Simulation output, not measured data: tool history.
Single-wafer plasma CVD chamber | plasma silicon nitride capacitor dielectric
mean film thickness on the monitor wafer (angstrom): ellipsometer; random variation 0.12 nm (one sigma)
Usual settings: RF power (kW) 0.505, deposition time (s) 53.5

run,hour,RF power (kW),deposition time (s),"read-back reference wafer on the same gauge, thickness_nm",mean film thickness on the monitor wafer (angstrom)
1,0,0.475,58.2,94.194,840.57
2,17.5,0.48,50.5,94.18,730.49
3,50.9,0.48,50.5,94.2,731.7
4,69,0.53,53.5,94.194,797.67
5,87.7,0.53,53.5,94.191,795.65
6,153.8,0.505,53.5,94.195,786.22
7,220.5,0.505,53.5,94.213,785.65
# hour 239.7: gauge calibrated
8,242.5,0.545,60.8,94.231,916.49
# hour 260.8: showerhead replaced
9,261.3,0.48,50.5,94.192,731.85
# hour 332.3: RF generator calibrated
10,339.2,0.555,45.5,94.218,686.93

The next listed run, before its measurement:
11,370.8,0.595,45.8,?,?

Run 11 gave read-back reference wafer on the same gauge, thickness_nm 94.176, mean film thickness on the monitor wafer (angstrom) 704.24.
Without the tool's hidden state the same run would have given mean film thickness on the monitor wafer (angstrom) 704.24.

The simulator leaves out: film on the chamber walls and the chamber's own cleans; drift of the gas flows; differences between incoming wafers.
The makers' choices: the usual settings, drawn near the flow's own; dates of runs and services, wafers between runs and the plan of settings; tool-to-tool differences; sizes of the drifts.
